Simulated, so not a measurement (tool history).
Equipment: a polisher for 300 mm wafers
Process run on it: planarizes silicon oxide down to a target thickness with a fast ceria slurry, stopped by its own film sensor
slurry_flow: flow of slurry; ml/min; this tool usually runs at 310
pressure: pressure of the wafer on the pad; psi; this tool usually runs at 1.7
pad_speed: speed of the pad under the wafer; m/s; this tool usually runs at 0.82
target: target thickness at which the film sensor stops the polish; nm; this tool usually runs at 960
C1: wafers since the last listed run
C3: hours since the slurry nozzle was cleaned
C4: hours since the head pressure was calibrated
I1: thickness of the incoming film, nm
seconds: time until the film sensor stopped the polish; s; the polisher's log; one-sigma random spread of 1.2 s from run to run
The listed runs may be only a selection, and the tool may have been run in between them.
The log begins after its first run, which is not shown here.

At hour 83.3: worn pad replaced by a new one.
Run 2, hour 95.3: usual settings; C1 623; wafers polished on this pad 82; C3 126.3; C4 842.5; I1 1511.9. Result: seconds 64.5 s.
At hour 155.1: head pressure recalibrated.
Run 3, hour 159.5: usual settings; C1 424; wafers polished on this pad 506; C3 190.5; C4 4.4; I1 1516.7. Result: seconds 66.8 s.
Run 4, hour 201.6: usual settings; C1 287; wafers polished on this pad 794; C3 232.6; C4 46.5; I1 1525. Result: seconds 69.8 s.
Run 5, hour 266.4: usual settings but slurry_flow 365 ml/min; C1 442; wafers polished on this pad 1236; C3 297.4; C4 111.3; I1 1513.9. Result: seconds 65.6 s.
Run 6, hour 310.9: usual settings but slurry_flow 365 ml/min; C1 303; wafers polished on this pad 1540; C3 341.9; C4 155.8; I1 1508.4. Result: seconds 65.8 s.
Run 7, hour 356.2: usual settings but target 1094 nm; C1 309; wafers polished on this pad 1849; C3 387.2; C4 201.1; I1 1515.8. Result: seconds 52.8 s.
Run 8, hour 406.7: usual settings but target 1094 nm; C1 344; wafers polished on this pad 2193; C3 437.7; C4 251.6; I1 1498.3. Result: seconds 51.2 s.
At hour 476.5: worn pad replaced by a new one.
Run 9, hour 498: usual settings but target 1011 nm; C1 595; wafers polished on this pad 147; C3 529; C4 342.9; I1 1495.2. Result: seconds 60 s.
At hour 503.2: slurry nozzle cleaned.
Run 10, hour 591.4: usual settings but target 1011 nm; C1 630; wafers polished on this pad 777; C3 88.2; C4 436.3; I1 1507.8. Result: seconds 59 s.
Run 11, hour 670.6: usual settings; C1 540; wafers polished on this pad 1318; C3 167.4; C4 515.5; I1 1520.6. Result: seconds 68.3 s.
Run 12, hour 744.6: usual settings; C1 505; wafers polished on this pad 1823; C3 241.4; C4 589.5; I1 1514.3. Result: seconds 65.8 s.
Run 13, hour 848.9: usual settings; C1 711; wafers polished on this pad 2535; C3 345.7; C4 693.8; I1 1492.8. Result: seconds 64.3 s.
At hour 942.5: worn pad replaced by a new one.
Run 14, hour 943: usual settings; C1 614; wafers polished on this pad 3; C3 439.8; C4 787.9; I1 1508.6. Result: seconds 67.9 s.
Run 15, hour 1018.5: usual settings; C1 515; wafers polished on this pad 518; C3 515.3; C4 863.4; I1 1529.8. Result: seconds 72.5 s.
Run 16, hour 1081.2: usual settings but target 1024 nm; C1 427; wafers polished on this pad 946; C3 578; C4 926.1; I1 1484. Result: seconds 57.3 s.
At hour 1147.5: slurry nozzle cleaned.
Run 17, hour 1161.7: usual settings but slurry_flow 360 ml/min, pad_speed 0.98 m/s, target 1140 nm; C1 542; wafers polished on this pad 1489; C3 14.2; C4 1006.6; I1 1483.8. Result: seconds 34.3 s.
Run 18, hour 1257.6: usual settings but pressure 1.4 psi, pad_speed 0.92 m/s, target 1149 nm; C1 654; wafers polished on this pad 2143; C3 110.1; C4 1102.5; I1 1477.6. Result: seconds 42.7 s.
At hour 1318.2: head pressure recalibrated.
At hour 1324.2: worn pad replaced by a new one.
Run 19, hour 1343.2: usual settings; C1 543; wafers polished on this pad 129; C3 195.7; C4 25; I1 1506. Result: seconds 67.8 s.

What does the tool deliver on the next run?
Run 20, hour 1442: usual settings but pressure 2.2 psi; C1 674; wafers polished on this pad 804; C3 294.5; C4 123.8; I1 1504.1. Result: seconds ?.

Run 20 came out at seconds 51.9 s.
With no hidden state in the tool, this same run would have given seconds 50.3 s.
